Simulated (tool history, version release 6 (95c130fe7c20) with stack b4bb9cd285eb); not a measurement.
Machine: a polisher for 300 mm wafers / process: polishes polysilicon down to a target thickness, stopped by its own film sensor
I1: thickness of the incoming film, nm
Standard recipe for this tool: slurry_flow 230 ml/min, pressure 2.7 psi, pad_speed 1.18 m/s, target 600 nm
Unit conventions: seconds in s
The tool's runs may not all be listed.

Run 1, hour 0: usual settings; I1 1310.3. Result: seconds 83.4 s.
Run 2, hour 6.5: usual settings; I1 1309.5. Result: seconds 82 s.
At hour 16.3: worn pad replaced by a new one.
Run 3, hour 16.8: usual settings but target 770 nm; I1 1294.4. Result: seconds 53 s.
Run 4, hour 31.2: usual settings but target 770 nm; I1 1291.1. Result: seconds 55.9 s.
Run 5, hour 45.2: usual settings but target 770 nm; I1 1286.7. Result: seconds 56.4 s.
Run 6, hour 61.1: usual settings; I1 1280.3. Result: seconds 74.2 s.
Run 7, hour 67.4: usual settings; I1 1283.8. Result: seconds 77.3 s.
Run 8, hour 84.7: usual settings; I1 1299.1. Result: seconds 78.1 s.
Run 9, hour 101: usual settings but pressure 3.3 psi, pad_speed 1.06 m/s; I1 1291.8. Result: seconds 74.7 s.
At hour 115.2: worn pad replaced by a new one.
Run 10, hour 115.7: usual settings but slurry_flow 280 ml/min, pressure 3.2 psi; I1 1316.6. Result: seconds 65.4 s.
Run 11, hour 121: usual settings but slurry_flow 280 ml/min, pressure 3.2 psi; I1 1301.9. Result: seconds 64 s.
Run 12, hour 133: usual settings but slurry_flow 280 ml/min, pressure 3.2 psi; I1 1317. Result: seconds 68 s.
Run 13, hour 145.2: usual settings; I1 1311.7. Result: seconds 77.6 s.
At hour 150.8: slurry nozzle cleaned.
Run 14, hour 191.8: usual settings; I1 1306. Result: seconds 81.5 s.
Run 15, hour 201.9: usual settings; I1 1309.7. Result: seconds 82 s.
At hour 215.5: worn pad replaced by a new one.
Run 16, hour 217.3: usual settings but slurry_flow 200 ml/min; I1 1307.3. Result: seconds 72.8 s.
Run 17, hour 226.9: usual settings but slurry_flow 305 ml/min, pressure 3.2 psi, pad_speed 1.5 m/s, target 413 nm; I1 1297.6. Result: seconds 68.3 s.
Run 18, hour 237.4: usual settings but slurry_flow 285 ml/min, pressure 2.3 psi, pad_speed 1.5 m/s, target 357 nm; I1 1294.1. Result: seconds 90.3 s.
Run 19, hour 244: usual settings; I1 1316.9. Result: seconds 78.7 s.
Run 20, hour 259.2: usual settings but slurry_flow 280 ml/min, pressure 3.2 psi; I1 1304.9. Result: seconds 68.7 s.
At hour 269.6: head pressure recalibrated.
Run 21, hour 270.1: usual settings but target 450 nm; I1 1294.9. Result: seconds 100.4 s.
Run 22, hour 278.3: usual settings but target 396 nm; I1 1289.4. Result: seconds 106.3 s.
Run 23, hour 288.9: usual settings but pressure 3.1 psi, target 538 nm; I1 1307.9. Result: seconds 86.2 s.
Run 24, hour 297.2: usual settings; I1 1286.2. Result: seconds 83.3 s.
Run 25, hour 306.6: usual settings but slurry_flow 285 ml/min, pressure 3.5 psi, target 461 nm; I1 1279.5. Result: seconds 81.8 s.
At hour 313.2: worn pad replaced by a new one.
Run 26, hour 318: usual settings but pad_speed 1.5 m/s, target 361 nm; I1 1293.3. Result: seconds 85.7 s.
Run 27, hour 329.4: usual settings but pad_speed 0.88 m/s; I1 1301.1. Result: seconds 90.9 s.
Run 28, hour 341.5: usual settings; I1 1304.3. Result: seconds 79.7 s.
Run 29, hour 359.2: usual settings but slurry_flow 255 ml/min, pressure 3.2 psi, pad_speed 0.84 m/s; I1 1306.3. Result: seconds 87.4 s.
Run 30, hour 375.6: usual settings; I1 1289. Result: seconds 80.2 s.
Run 31, hour 391.6: usual settings but slurry_flow 180 ml/min; I1 1312.7. Result: seconds 87.5 s.
Run 32, hour 400.3: usual settings but slurry_flow 290 ml/min, pressure 2.4 psi, pad_speed 1.38 m/s, target 377 nm; I1 1298.8. Result: seconds 102.1 s.

Hidden state, per run?
slurry flow missing at the pad, %: 0 across all the runs
H1: removal rate lost through wear of the pad, %
H2: deviation of the head's pressure from its setpoint, %
run    H1    H2
  1  12.4  12.2
  2  12.5  12.3
  3  1.36  12.4
  4  5.28  12.6
  5  7.87  12.7
  6  9.83  12.9
  7  10.4  12.9
  8  11.5  13.1
  9  12.2  13.2
 10  1.93  13.3
 11  3.55  13.4
 12  6.47  13.5
 13  8.59  13.6
 14  12.5  13.8
 15  12.8  13.9
 16   1.5    14
 17  4.18    14
 18  6.41  14.1
 19  7.52  14.1
 20  9.42  14.1
 21  10.4  1.06
 22  10.9  1.51
 23  11.5  2.08
 24  11.8  2.51
 25  12.1  2.97
 26  1.73   3.5
 27  4.59  4.01
 28   6.8  4.52
 29  8.96  5.22
 30  10.2  5.82
 31    11  6.37
 32  11.3  6.65

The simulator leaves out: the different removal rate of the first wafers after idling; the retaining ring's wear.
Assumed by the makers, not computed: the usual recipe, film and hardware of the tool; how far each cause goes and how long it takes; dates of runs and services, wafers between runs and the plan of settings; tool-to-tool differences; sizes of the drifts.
